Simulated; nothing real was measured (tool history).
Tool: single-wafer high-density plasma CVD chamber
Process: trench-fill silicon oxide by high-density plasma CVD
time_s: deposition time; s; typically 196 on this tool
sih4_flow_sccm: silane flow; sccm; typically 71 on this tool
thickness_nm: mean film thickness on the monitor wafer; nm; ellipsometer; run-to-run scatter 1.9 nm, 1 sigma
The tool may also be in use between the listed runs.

run   hour  time_s  sih4_flow_sccm  wafers since the last listed run  hours since the silane flow controller was replaced  hours since the gauge calibration  read-back reference wafer on the same gauge, thickness_nm  thickness_nm
  1    0.0     196              71                                 0                                               3378.7                              190.4                                                   1090.193      1179.807
  2    9.1     196              71                                50                                               3387.8                              199.5                                                   1090.042      1180.500
  3   23.3     196              71                                78                                               3402.0                              213.7                                                   1090.032      1185.056
  4   31.2     196              71                                43                                               3409.9                              221.6                                                   1089.868      1181.282
  5   38.4     196              71                                39                                               3417.1                              228.8                                                   1089.744      1179.820
  6   46.7     224              71                                45                                               3425.4                              237.1                                                   1089.956      1351.725
  7   62.0     224              71                                84                                               3440.7                              252.4                                                   1089.775      1352.275
  8   74.4     196              71                                68                                               3453.1                              264.8                                                   1089.972      1177.869
  9   82.4     196              71                                44                                               3461.1                              272.8                                                   1089.806      1182.722
 10   99.7     196              71                                95                                               3478.4                              290.1                                                   1089.894      1181.879
 11  108.9     196              71                                50                                               3487.6                              299.3                                                   1089.992      1179.821
 12  121.0     215              82                                66                                               3499.7                              311.4                                                   1090.032      1441.028
 13  132.4     215              82                                63                                               3511.1                              322.8                                                   1089.563      1440.160
 14  139.4     196              71                                38                                               3518.1                              329.8                                                   1090.437      1179.790
 15  149.8     196              71                                57                                               3528.5                              340.2                                                   1089.700      1183.060
 16  163.7     196              71                                76                                               3542.4                              354.1                                                   1089.563      1175.935
 17  172.8     196              81                                50                                               3551.5                              363.2                                                   1090.265      1299.928
     183.2  -- silane flow controller replaced
 18  186.3     196              81                                30                                                  3.1                              376.7                                                   1089.742      1357.711
 19  198.9     196              81                                69                                                 15.7                              389.3                                                   1090.409      1361.560
 20  213.0     196              79                                78                                                 29.8                              403.4                                                   1089.964      1339.144
 21  223.9     196              71                                60                                                 40.7                              414.3                                                   1090.212      1236.524
 22  236.5     196              71                                69                                                 53.3                              426.9                                                   1089.822      1235.457
 23  247.1     196              71                                58                                                 63.9                              437.5                                                   1089.833      1233.054
 24  262.4     229              84                                84                                                 79.2                              452.8                                                   1090.055      1630.586
 25  278.1     225              77                                86                                                 94.9                              468.5                                                   1090.189      1505.184
 26  284.7     171              71                                36                                                101.5                              475.1                                                   1089.926      1076.742
 27  298.5     233              71                                76                                                115.3                              488.9                                                   1090.189      1467.720
     307.9  -- gauge calibrated
 28  316.2     196              58                                97                                                133.0                                8.3                                                   1090.147      1073.675
 29  326.5     196              85                                56                                                143.3                               18.6                                                   1089.775      1411.843
 30  332.7     196              71                                34                                                149.5                               24.8                                                   1090.205      1232.618
 31  347.5     215              82                                81                                                164.3                               39.6                                                   1090.155      1506.727
 32  357.1     196              71                                53                                                173.9                               49.2                                                   1090.000      1234.720
 33  366.6     208              62                                52                                                183.4                               58.7                                                   1089.876      1185.387
 34  383.6     214              71                                94                                                200.4                               75.7                                                   1090.184      1347.609
 35  397.9     196              75                                79                                                214.7                               90.0                                                   1090.126      1283.133
 36  404.8     196              71                                38                                                221.6                               96.9                                                   1090.129      1231.855
 37  421.9     185              78                                94                                                238.7                              114.0                                                   1089.981      1245.714
 38  439.8     196              71                                99                                                256.6                              131.9                                                   1090.008      1232.200
 39  450.2     196              61                                57                                                267.0                              142.3                                                   1090.051      1106.501
 40  466.6     196              71                                90                                                283.4                              158.7                                                   1090.007      1231.976
 41  484.6     215              67                                99                                                301.4                              176.7                                                   1090.055      1297.526
 42  490.8     196              71                                34                                                307.6                              182.9                                                   1089.877      1230.263
 43  500.9     196              76                                55                                                317.7                              193.0                                                   1089.997      1294.867
 44  515.0     210              64                                78                                                331.8                              207.1                                                   1089.891      1223.900
 45  538.6     224              71                               130                                                355.4                              230.7                                                   1090.097      1403.140
 46  553.4     196              71                                81                                                370.2                              245.5                                                   1089.762      1234.477
 47  560.5     161              78                                39                                                377.3                              252.6                                                   1090.158      1086.697

What if the next run were any one of these 3? Each begins from the tool's condition after run 47:
  A  561.0     196              71                                 2                                                377.8                              253.1                                                          ?             ?
  B  561.0     159              80                                 2                                                377.8                              253.1                                                          ?             ?
  C  561.0     176              71                                 2                                                377.8                              253.1                                                          ?             ?

run  read-back reference wafer on the same gauge, thickness_nm  thickness_nm
  A                                                   1089.922      1232.241
  B                                                   1089.922      1091.589
  C                                                   1089.922      1106.502
The same runs, with their run-to-run variation unchanged, on a tool lacking any hidden condition would have given:
run  thickness_nm
  A      1237.177
  B      1095.962
  C      1110.934
